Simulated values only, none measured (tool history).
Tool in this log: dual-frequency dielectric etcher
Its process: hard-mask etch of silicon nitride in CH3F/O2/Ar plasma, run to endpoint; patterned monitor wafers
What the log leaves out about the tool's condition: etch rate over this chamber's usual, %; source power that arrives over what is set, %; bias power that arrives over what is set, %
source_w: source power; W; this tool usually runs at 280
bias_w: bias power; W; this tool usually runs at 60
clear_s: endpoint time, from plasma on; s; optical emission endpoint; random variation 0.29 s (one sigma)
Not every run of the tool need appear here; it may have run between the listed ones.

run   hour  source_w  bias_w  wafers since the last listed run  hours since the last wet clean  hours since the last source power generator calibration  hours since the last bias power generator calibration  hours since the last upper electrode change  incoming incoming film thickness, nm  clear_s
  1      0       280      60                                 0                           406.2                                                   4534.1                                                 4929.8                                         3923                                 29.82     52.6
  2     13       280      60                                81                           419.2                                                   4547.1                                                 4942.8                                         3936                                  29.5     52.5
  3   25.3       330      60                                76                           431.5                                                   4559.4                                                 4955.1                                       3948.3                                 29.77       50
  4   31.5       280      60                                38                           437.7                                                   4565.6                                                 4961.3                                       3954.5                                 29.73     52.8
  5   48.2       310      60                               104                           454.4                                                   4582.3                                                   4978                                       3971.2                                 30.14     52.2
  6   63.9       310      60                                97                           470.1                                                     4598                                                 4993.7                                       3986.9                                 29.77     51.1
  7   70.5       320      60                                41                           476.7                                                   4604.6                                                 5000.3                                       3993.5                                 29.51     50.3
  8   87.1       320      60                               103                           493.3                                                   4621.2                                                 5016.9                                       4010.1                                  29.8     50.5
  9   94.3       280      48                                44                           500.5                                                   4628.4                                                 5024.1                                       4017.3                                 29.44     55.8
 10    112       250      60                               110                           518.2                                                   4646.1                                                 5041.8                                         4035                                 29.65     53.9
     119.8  -- source power generator calibrated
     147.2  -- wet clean of the chamber
 11  147.7       250      60                                48                             0.5                                                     27.9                                                 5077.5                                       4070.7                                 29.64     56.9
 12    148       300      53                                 1                             0.8                                                     28.2                                                 5077.8                                         4071                                 29.44     54.8
 13  148.3       280      60                                 1                             1.1                                                     28.5                                                 5078.1                                       4071.3                                 29.16     54.1
 14  181.6       340      67                               207                            34.4                                                     61.8                                                 5111.4                                       4104.6                                 29.51     49.3
 15  189.4       340      60                                48                            42.2                                                     69.6                                                 5119.2                                       4112.4                                 29.69     51.2
 16  197.2       230      48                                48                              50                                                     77.4                                                   5127                                       4120.2                                 29.63     61.9
     246.6  -- bias power generator calibrated
     251.7  -- upper electrode replaced
 17  252.2       280      47                               286                             105                                                    132.4                                                    5.6                                          0.5                                 29.47       58
 18  252.5       280      60                                 1                           105.3                                                    132.7                                                    5.9                                          0.8                                 29.76     54.3
 19  262.1       310      71                                59                           114.9                                                    142.3                                                   15.5                                         10.4                                 29.91       50
 20  278.6       250      51                               102                           131.4                                                    158.8                                                     32                                         26.9                                 29.58     58.5
 21  294.8       260      70                               101                           147.6                                                      175                                                   48.2                                         43.1                                  29.7     52.8
 22  312.6       230      68                               111                           165.4                                                    192.8                                                     66                                         60.9                                 29.46     54.2
 23  320.4       250      51                                48                           173.2                                                    200.6                                                   73.8                                         68.7                                 29.25     57.8

Branching from run 23: 4 alternative next runs. What would each branch give?
  A  320.8       280      50                                 2                           173.6                                                      201                                                   74.2                                         69.1                                 29.76        ?
  B  320.8       250      49                                 2                           173.6                                                      201                                                   74.2                                         69.1                                 29.76        ?
  C  320.8       250      47                                 2                           173.6                                                      201                                                   74.2                                         69.1                                 29.76        ?
  D  320.8       280      46                                 2                           173.6                                                      201                                                   74.2                                         69.1                                 29.76        ?

run  clear_s
  A     57.5
  B     59.9
  C     60.6
  D     58.9
Stripped of hidden state, with their random variation kept, the same runs would have yielded:
run  clear_s
  A     58.6
  B       61
  C     61.8
  D     60.1
